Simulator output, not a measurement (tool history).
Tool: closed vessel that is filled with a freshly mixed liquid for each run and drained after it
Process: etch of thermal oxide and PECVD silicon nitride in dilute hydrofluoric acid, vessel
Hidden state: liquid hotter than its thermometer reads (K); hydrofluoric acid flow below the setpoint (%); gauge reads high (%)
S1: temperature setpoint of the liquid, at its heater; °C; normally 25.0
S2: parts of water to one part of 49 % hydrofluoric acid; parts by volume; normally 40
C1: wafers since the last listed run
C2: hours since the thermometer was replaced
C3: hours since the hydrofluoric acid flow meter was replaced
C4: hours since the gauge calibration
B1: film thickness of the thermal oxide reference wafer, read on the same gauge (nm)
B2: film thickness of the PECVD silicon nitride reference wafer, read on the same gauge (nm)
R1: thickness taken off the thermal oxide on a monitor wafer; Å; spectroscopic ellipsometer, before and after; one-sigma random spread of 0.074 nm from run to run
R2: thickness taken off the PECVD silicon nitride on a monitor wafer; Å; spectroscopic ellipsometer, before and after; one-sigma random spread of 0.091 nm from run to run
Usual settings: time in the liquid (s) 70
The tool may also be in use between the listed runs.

run 1 day=0.000 | S1=25.0 S2=40 time_in_the_liquid_(s)=70 | C1=0 C2=803.4 C3=56.5 C4=1930.2 | B1=149.98 B2=109.97 | R1=104.4 R2=107.6
run 2 day=1.742 | S1=28.0 S2=40 time_in_the_liquid_(s)=70 | C1=6111 C2=845.2 C3=98.3 C4=1972.0 | B1=150.00 B2=110.01 | R1=120.3 R2=128.5
-- day=3.579 thermometer replaced
-- day=5.308 gauge calibrated
run 3 day=7.658 | S1=28.0 S2=40 time_in_the_liquid_(s)=70 | C1=20614 C2=97.9 C3=240.3 C4=56.4 | B1=150.01 B2=109.99 | R1=114.7 R2=120.0
run 4 day=9.171 | S1=28.0 S2=40 time_in_the_liquid_(s)=70 | C1=5307 C2=134.2 C3=276.6 C4=92.7 | B1=150.00 B2=110.04 | R1=113.9 R2=121.2
run 5 day=10.792 | S1=25.0 S2=45 time_in_the_liquid_(s)=70 | C1=5687 C2=173.1 C3=315.5 C4=131.6 | B1=150.00 B2=110.02 | R1=88.5 R2=87.4
run 6 day=12.925 | S1=25.0 S2=30 time_in_the_liquid_(s)=70 | C1=7485 C2=224.3 C3=366.7 C4=182.8 | B1=149.99 B2=110.02 | R1=135.4 R2=131.1
run 7 day=14.629 | S1=25.0 S2=30 time_in_the_liquid_(s)=70 | C1=5979 C2=265.2 C3=407.6 C4=223.7 | B1=149.99 B2=110.00 | R1=137.2 R2=130.5
-- day=16.092 hydrofluoric acid flow meter replaced
run 8 day=17.571 | S1=25.0 S2=40 time_in_the_liquid_(s)=70 | C1=10175 C2=335.8 C3=35.5 C4=294.3 | B1=150.02 B2=110.01 | R1=102.8 R2=100.5
run 9 day=19.817 | S1=28.0 S2=50 time_in_the_liquid_(s)=70 | C1=7880 C2=389.7 C3=89.4 C4=348.2 | B1=149.99 B2=110.00 | R1=89.6 R2=100.3
run 10 day=21.175 | S1=25.0 S2=40 time_in_the_liquid_(s)=70 | C1=4766 C2=422.3 C3=122.0 C4=380.8 | B1=149.98 B2=110.00 | R1=102.5 R2=101.7
run 11 day=23.204 | S1=21.5 S2=30 time_in_the_liquid_(s)=50 | C1=7119 C2=471.0 C3=170.7 C4=429.5 | B1=150.00 B2=110.00 | R1=85.3 R2=77.1
run 12 day=25.696 | S1=25.0 S2=40 time_in_the_liquid_(s)=95 | C1=8742 C2=530.8 C3=230.5 C4=489.3 | B1=149.99 B2=110.00 | R1=140.8 R2=141.6
run 13 day=26.729 | S1=29.0 S2=60 time_in_the_liquid_(s)=45 | C1=3625 C2=555.6 C3=255.3 C4=514.1 | B1=150.01 B2=110.00 | R1=49.8 R2=58.0
run 14 day=29.417 | S1=25.0 S2=40 time_in_the_liquid_(s)=100 | C1=9429 C2=620.1 C3=319.8 C4=578.6 | B1=150.00 B2=110.01 | R1=149.6 R2=147.5
run 15 day=31.871 | S1=25.0 S2=55 time_in_the_liquid_(s)=70 | C1=8611 C2=679.0 C3=378.7 C4=637.5 | B1=149.98 B2=110.00 | R1=74.4 R2=78.2
run 16 day=34.567 | S1=27.5 S2=40 time_in_the_liquid_(s)=105 | C1=9459 C2=743.7 C3=443.4 C4=702.2 | B1=150.00 B2=109.96 | R1=173.8 R2=187.0
-- day=35.546 hydrofluoric acid flow meter replaced
run 17 day=37.171 | S1=25.0 S2=25 time_in_the_liquid_(s)=70 | C1=8991 C2=806.2 C3=39.0 C4=764.7 | B1=149.99 B2=110.01 | R1=173.5 R2=166.9
run 18 day=38.729 | S1=25.0 S2=40 time_in_the_liquid_(s)=70 | C1=5467 C2=843.6 C3=76.4 C4=802.1 | B1=149.99 B2=110.02 | R1=106.6 R2=106.9
-- day=38.946 thermometer replaced
run 19 day=40.704 | S1=23.0 S2=40 time_in_the_liquid_(s)=95 | C1=6783 C2=42.2 C3=123.8 C4=849.5 | B1=150.03 B2=110.00 | R1=126.0 R2=116.8
run 20 day=42.275 | S1=30.0 S2=35 time_in_the_liquid_(s)=105 | C1=5511 C2=79.9 C3=161.5 C4=887.2 | B1=149.98 B2=110.01 | R1=211.0 R2=234.5
run 21 day=44.517 | S1=23.5 S2=55 time_in_the_liquid_(s)=45 | C1=7865 C2=133.7 C3=215.3 C4=941.0 | B1=150.01 B2=110.01 | R1=43.3 R2=41.9
run 22 day=45.738 | S1=25.0 S2=40 time_in_the_liquid_(s)=70 | C1=4283 C2=163.0 C3=244.6 C4=970.3 | B1=150.00 B2=109.99 | R1=99.8 R2=99.6
run 23 day=48.621 | S1=25.0 S2=40 time_in_the_liquid_(s)=70 | C1=10117 C2=232.2 C3=313.8 C4=1039.5 | B1=149.99 B2=109.99 | R1=101.7 R2=100.5

Estimate the outcome of run 24 from the log above:
run 24 day=51.125 | S1=20.5 S2=25 time_in_the_liquid_(s)=90 | C1=8786 C2=292.3 C3=373.9 C4=1099.6 | B1=? B2=? | R1=? R2=?

Run 24 yielded B1 149.99, B2 109.95, R1 179.1 Å, R2 152.4 Å.
With no hidden state in the tool, this same run would have given R1 173.8 Å, R2 145.1 Å.
